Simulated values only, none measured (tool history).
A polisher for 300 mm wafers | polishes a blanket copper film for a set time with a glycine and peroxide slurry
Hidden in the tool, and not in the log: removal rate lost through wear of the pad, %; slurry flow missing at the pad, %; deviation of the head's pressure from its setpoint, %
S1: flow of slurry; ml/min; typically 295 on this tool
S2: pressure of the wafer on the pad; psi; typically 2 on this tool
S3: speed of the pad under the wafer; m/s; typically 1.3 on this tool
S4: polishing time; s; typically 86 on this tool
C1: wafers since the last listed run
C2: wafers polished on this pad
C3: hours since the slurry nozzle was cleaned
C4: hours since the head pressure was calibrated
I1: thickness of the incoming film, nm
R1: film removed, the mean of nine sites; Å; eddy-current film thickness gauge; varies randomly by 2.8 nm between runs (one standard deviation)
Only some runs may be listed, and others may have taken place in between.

run	hour	S1	S2	S3	S4	C1	C2	C3	C4	I1	R1
1	0	295	2	1.3	86	0	494	279.3	208.4	2190.5	3653
2	95.9	295	2	1.3	86	633	1128	375.2	304.3	2178	3679
3	145.7	295	2	1.3	86	329	1457	425	354.1	2177.3	3633
# hour 229.4: worn pad replaced by a new one
4	229.9	235	2	1.3	86	530	3	509.2	438.3	2197	3596
5	289.5	295	2	1.3	86	393	397	568.8	497.9	2189	3729
# hour 321.4: head pressure recalibrated
6	353.1	295	2	1.3	86	407	804	632.4	31.7	2150.5	3540
7	414.7	295	1.7	1.3	86	407	1211	694	93.3	2202.1	3201
8	507.1	295	2	1.3	86	610	1822	786.4	185.7	2178.4	3584
# hour 535.6: slurry nozzle cleaned
# hour 545.3: worn pad replaced by a new one
9	562.3	295	2	1.3	86	331	112	26.7	240.9	2177.8	3784
10	621.5	295	2	1.3	86	391	503	85.9	300.1	2185.5	3777
11	735	295	1.8	1.3	98	750	1253	199.4	413.6	2162.6	4012
12	830.5	295	2	1.3	86	631	1885	294.9	509.1	2155.7	3759
# hour 848: head pressure recalibrated
# hour 907.2: worn pad replaced by a new one
13	907.7	295	2	1.3	86	470	3	372.1	59.7	2147.7	3623
14	942.1	255	2.5	1.74	67	227	230	406.5	94.1	2197.3	3894
15	1007.2	295	2.6	1.3	95	430	661	471.6	159.2	2185.6	4917
16	1114.4	370	1.4	1.3	76	708	1369	578.8	266.4	2175.1	2600
17	1203.5	355	2.5	1.68	86	588	1958	667.9	355.5	2203.3	5205
18	1254.4	225	2	1.3	63	336	2295	718.8	406.4	2203.5	2569
# hour 1261.3: worn pad replaced by a new one
19	1347.1	295	2.6	1.3	86	586	567	811.5	499.1	2147.9	4564
# hour 1384.7: slurry nozzle cleaned
20	1447.2	295	2	1.3	105	655	1222	62.5	599.2	2205.3	4845
# hour 1515.6: head pressure recalibrated
21	1537.1	375	1.5	1.1	78	581	1803	152.4	21.5	2170.8	2612
22	1593.2	355	2.4	1.58	115	370	2174	208.5	77.6	2140.8	6406

Pick out some run-to-run changes in R1. Of each, how much would a tool without hidden state show as well, from the settings, what came in and chance, and how much is left for the hidden state and any gauge scatter not in both results compared?
Run 17 -> 18: S1 355 -> 225, S2 2.5 -> 2, S3 1.68 -> 1.3, S4 86 -> 63. R1 -2636 Å: hidden state -37, all else -2599.
Run 19 -> 20: S2 2.6 -> 2, S4 86 -> 105, slurry nozzle cleaned. R1 +281 Å: hidden state +268, all else +13.
Run 20 -> 21: S1 295 -> 375, S2 2 -> 1.5, S3 1.3 -> 1.1, S4 105 -> 78, head pressure recalibrated. R1 -2233 Å: hidden state -329, all else -1904.
Run 21 -> 22: S1 375 -> 355, S2 1.5 -> 2.4, S3 1.1 -> 1.58, S4 78 -> 115. R1 +3794 Å: hidden state -100, all else +3894.

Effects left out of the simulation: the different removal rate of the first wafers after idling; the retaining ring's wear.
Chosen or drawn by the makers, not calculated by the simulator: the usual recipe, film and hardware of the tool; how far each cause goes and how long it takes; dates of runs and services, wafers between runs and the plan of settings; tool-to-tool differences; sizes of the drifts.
